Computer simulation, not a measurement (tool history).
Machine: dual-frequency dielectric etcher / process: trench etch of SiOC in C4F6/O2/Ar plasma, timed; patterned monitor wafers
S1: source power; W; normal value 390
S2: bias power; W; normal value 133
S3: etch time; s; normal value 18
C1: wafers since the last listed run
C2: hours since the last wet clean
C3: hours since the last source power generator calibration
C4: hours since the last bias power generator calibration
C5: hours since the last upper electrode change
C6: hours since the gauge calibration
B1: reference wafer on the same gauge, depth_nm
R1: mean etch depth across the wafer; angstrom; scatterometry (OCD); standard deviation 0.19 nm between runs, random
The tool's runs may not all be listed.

| run | hour | S1 | S2 | S3 | C1 | C2 | C3 | C4 | C5 | C6 | B1 | R1 |
|---|---|---|---|---|---|---|---|---|---|---|---|---|
| 1 | 0 | 390 | 133 | 18 | 0 | 693.9 | 3876.3 | 2620.2 | 4597.6 | 170.4 | 40.71 | 381.3 |
|  | 14.9 | wet clean of the chamber |
| 2 | 53.2 | 390 | 133 | 18 | 722 | 38.3 | 3929.5 | 2673.4 | 4650.8 | 223.6 | 40.67 | 366.1 |
| 3 | 134.2 | 390 | 133 | 18 | 1527 | 119.3 | 4010.5 | 2754.4 | 4731.8 | 304.6 | 40.68 | 368.7 |
| 4 | 176.6 | 390 | 133 | 18 | 799 | 161.7 | 4052.9 | 2796.8 | 4774.2 | 347 | 40.7 | 369 |
| 5 | 238.9 | 390 | 133 | 18 | 1174 | 224 | 4115.2 | 2859.1 | 4836.5 | 409.3 | 40.74 | 368.5 |
| 6 | 276.6 | 390 | 133 | 18 | 710 | 261.7 | 4152.9 | 2896.8 | 4874.2 | 447 | 40.7 | 372.7 |
| 7 | 313 | 390 | 133 | 18 | 686 | 298.1 | 4189.3 | 2933.2 | 4910.6 | 483.4 | 40.71 | 372 |
| 8 | 531.2 | 390 | 133 | 18 | 4114 | 516.3 | 4407.5 | 3151.4 | 5128.8 | 701.6 | 40.68 | 378.7 |
|  | 540.6 | gauge calibrated |
|  | 577.6 | upper electrode replaced, of another model than before |
| 9 | 590.5 | 390 | 149 | 18 | 665 | 575.6 | 4466.8 | 3210.7 | 12.9 | 49.9 | 40.64 | 408.8 |
|  | 668.1 | wet clean of the chamber |
| 10 | 692 | 390 | 133 | 18 | 1461 | 23.9 | 4568.3 | 3312.2 | 114.4 | 151.4 | 40.75 | 362.9 |
| 11 | 729.3 | 390 | 164 | 18 | 703 | 61.2 | 4605.6 | 3349.5 | 151.7 | 188.7 | 40.7 | 411.1 |
| 12 | 797.7 | 320 | 133 | 20 | 1289 | 129.6 | 4674 | 3417.9 | 220.1 | 257.1 | 40.69 | 395.9 |
| 13 | 897.7 | 460 | 103 | 21.5 | 1885 | 229.6 | 4774 | 3517.9 | 320.1 | 357.1 | 40.7 | 384.6 |

The next listed run, before its measurement:
| 14 | 967.9 | 390 | 133 | 18 | 1323 | 299.8 | 4844.2 | 3588.1 | 390.3 | 427.3 | ? | ? |

B1: 40.71
R1: 368.8 angstrom
Were there no unlogged condition in the tool, this run, its random variation unchanged, would have produced R1 360.8 angstrom.

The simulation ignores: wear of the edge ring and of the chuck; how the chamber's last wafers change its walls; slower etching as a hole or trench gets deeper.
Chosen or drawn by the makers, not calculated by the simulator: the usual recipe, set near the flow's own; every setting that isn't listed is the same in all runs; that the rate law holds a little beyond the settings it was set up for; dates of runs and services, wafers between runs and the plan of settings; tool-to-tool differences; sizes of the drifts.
